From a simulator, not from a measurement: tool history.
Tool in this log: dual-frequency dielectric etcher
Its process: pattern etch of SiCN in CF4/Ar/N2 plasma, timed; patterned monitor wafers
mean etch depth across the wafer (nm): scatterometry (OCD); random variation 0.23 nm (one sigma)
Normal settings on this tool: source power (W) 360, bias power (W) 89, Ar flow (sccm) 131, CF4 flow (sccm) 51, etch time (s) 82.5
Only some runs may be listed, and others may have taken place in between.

run	hour	source power (W)	bias power (W)	Ar flow (sccm)	CF4 flow (sccm)	etch time (s)	wafers since the last listed run	hours since the last wet clean	hours since the last source power generator calibration	hours since the last bias power generator calibration	hours since the last Ar flow controller change	hours since the last CF4 flow controller change	hours since the last upper electrode change	hours since the gauge calibration	read-back reference wafer on the same gauge, depth_nm	mean etch depth across the wafer (nm)
1	0	360	89	131	51	82.5	0	47	1835.4	36.9	5077.6	3213.2	2394.8	710.4	48.4	57.7
# hour 11.6: CF4 flow controller replaced
2	24.4	360	89	131	51	102	124	71.4	1859.8	61.3	5102	12.8	2419.2	734.8	48.4	71.1
3	44.3	360	89	131	51	102	134	91.3	1879.7	81.2	5121.9	32.7	2439.1	754.7	48.4	71.3
# hour 92.6: wet clean of the chamber, repeated, since the last time left the tool worse
# hour 97.8: upper electrode replaced
4	98.3	360	78	131	51	99.5	166	5.7	1933.7	135.2	5175.9	86.7	0.5	808.7	48.4	62.4
5	98.6	450	89	160	51	82.5	2	6	1934	135.5	5176.2	87	0.8	809	48.4	66.2
6	105.6	360	89	131	51	82.5	47	13	1941	142.5	5183.2	94	7.8	816	48.5	54.1
# hour 114.5: source power generator calibrated
# hour 117: Ar flow controller replaced
7	139.9	360	83	105	51	74.5	187	47.3	25.4	176.8	22.9	128.3	42.1	850.3	48.5	49
8	159.1	360	89	131	51	82.5	129	66.5	44.6	196	42.1	147.5	61.3	869.5	48.4	54.6
9	192.5	280	89	108	51	92	225	99.9	78	229.4	75.5	180.9	94.7	902.9	48.4	47.9
# hour 201.7: gauge calibrated
10	223.7	360	71	131	51	82.5	210	131.1	109.2	260.6	106.7	212.1	125.9	22	48.4	50.4
11	251.6	360	89	131	51	82.5	188	159	137.1	288.5	134.6	240	153.8	49.9	48.5	55
12	275.7	360	96	148	51	82.5	162	183.1	161.2	312.6	158.7	264.1	177.9	74	48.4	55.9
13	300.3	360	70	120	45	82.5	165	207.7	185.8	337.2	183.3	288.7	202.5	98.6	48.3	49.4
14	328.1	360	83	131	51	100.5	187	235.5	213.6	365	211.1	316.5	230.3	126.4	48.4	65.3
15	362.6	420	98	118	51	82.5	232	270	248.1	399.5	245.6	351	264.8	160.9	48.5	67.3
# hour 412.1: wet clean of the chamber
16	412.6	360	89	131	51	82.5	175	0.5	298.1	449.5	295.6	401	314.8	210.9	48.5	54.5
17	422	360	89	131	51	82.5	63	9.9	307.5	458.9	305	410.4	324.2	220.3	48.5	54.4
18	435	380	76	131	58	82.5	87	22.9	320.5	471.9	318	423.4	337.2	233.3	48.4	55.5
19	450.3	360	89	150	45	82.5	103	38.2	335.8	487.2	333.3	438.7	352.5	248.6	48.5	52.7
20	470.2	280	89	131	51	104.5	134	58.1	355.7	507.1	353.2	458.6	372.4	268.5	48.4	54.1
21	501.7	360	89	131	55	91	212	89.6	387.2	538.6	384.7	490.1	403.9	300	48.4	61.6
22	516	360	89	131	51	82.5	96	103.9	401.5	552.9	399	504.4	418.2	314.3	48.4	55

Below are 3 alternative next runs, each starting from the tool's condition after run 22. Predict each:
A	516.4	360	89	131	51	82.5	2	104.3	401.9	553.3	399.4	504.8	418.6	314.7	?	?
B	516.4	360	76	104	51	106	2	104.3	401.9	553.3	399.4	504.8	418.6	314.7	?	?
C	516.4	430	97	131	51	82.5	2	104.3	401.9	553.3	399.4	504.8	418.6	314.7	?	?

run	read-back reference wafer on the same gauge, depth_nm	mean etch depth across the wafer (nm)
A	48.4	55
B	48.4	68
C	48.4	67.6
With no hidden state in the tool, these same runs would have given:
run	mean etch depth across the wafer (nm)
A	54.4
B	67.3
C	66.9

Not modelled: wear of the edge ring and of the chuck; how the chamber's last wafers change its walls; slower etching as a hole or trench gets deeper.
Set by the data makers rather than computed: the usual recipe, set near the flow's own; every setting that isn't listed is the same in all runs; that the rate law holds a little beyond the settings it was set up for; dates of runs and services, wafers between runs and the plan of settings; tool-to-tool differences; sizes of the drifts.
